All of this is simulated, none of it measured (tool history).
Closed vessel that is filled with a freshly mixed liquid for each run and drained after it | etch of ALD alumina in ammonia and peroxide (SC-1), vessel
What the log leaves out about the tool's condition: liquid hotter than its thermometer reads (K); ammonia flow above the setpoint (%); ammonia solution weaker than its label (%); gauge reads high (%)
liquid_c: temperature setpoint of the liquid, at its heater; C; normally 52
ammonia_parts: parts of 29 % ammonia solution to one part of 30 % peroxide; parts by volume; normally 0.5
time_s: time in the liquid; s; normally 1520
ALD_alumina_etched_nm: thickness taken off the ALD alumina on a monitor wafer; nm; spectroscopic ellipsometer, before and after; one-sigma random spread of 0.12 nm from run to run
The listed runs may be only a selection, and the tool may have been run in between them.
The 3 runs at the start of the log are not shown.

run,hour,liquid_c,ammonia_parts,time_s,wafers since the last listed run,hours since the thermometer was replaced,hours since the ammonia flow meter was replaced,hours since the drum of ammonia solution was connected,hours since the gauge calibration,"read-back film thickness of the ALD alumina reference wafer, read on the same gauge (nm)",ALD_alumina_etched_nm
# hour 151.1: ammonia flow meter replaced
# hour 156.3: new drum of ammonia solution connected
4,166.2,52,0.5,1520,2579,289.3,15.1,9.9,1310.6,79.98,47.65
5,234.4,52,0.5,1520,3326,357.5,83.3,78.1,1378.8,79.96,47.7
6,284.8,52,0.5,1520,2457,407.9,133.7,128.5,1429.2,79.97,47.54
7,342.4,52,0.5,1520,2809,465.5,191.3,186.1,1486.8,80,47.56
8,401.1,52,0.5,1520,2862,524.2,250,244.8,1545.5,79.99,47.72
9,466.5,52,0.5,1520,3189,589.6,315.4,310.2,1610.9,80.01,47.64
10,504.7,52,0.35,1520,1862,627.8,353.6,348.4,1649.1,79.99,45.91
# hour 512: thermometer replaced
11,556.9,52,0.5,1520,2496,44.9,405.8,400.6,1701.3,79.98,47.6
12,594.7,52,0.5,980,1843,82.7,443.6,438.4,1739.1,80,30.63
13,641.4,52,0.5,980,2277,129.4,490.3,485.1,1785.8,80.02,30.63
14,707,52,0.5,980,3199,195,555.9,550.7,1851.4,79.99,30.76
15,746.5,47,0.5,835,1926,234.5,595.4,590.2,1890.9,80.01,19.78
# hour 809.1: gauge calibrated
# hour 814.5: new drum of ammonia solution connected
16,817.8,60,0.7,2000,3428,305.8,666.7,3.3,8.7,80.03,99.16
17,847.7,52,0.5,1520,1458,335.7,696.6,33.2,38.6,79.99,48.15
18,887,61,0.5,1520,1916,375,735.9,72.5,77.9,80.02,76.9

Estimate the outcome of run 19 from the log above:
19,913.4,52,0.5,1520,1287,401.4,762.3,98.9,104.3,?,?

{"run 19": {"read-back film thickness of the ALD alumina reference wafer, read on the same gauge (nm)": 79.99, "ALD_alumina_etched_nm": 47.98}}
With the hidden condition absent and the run-to-run variation left alone, this run would have shown ALD_alumina_etched_nm 47.66 nm.
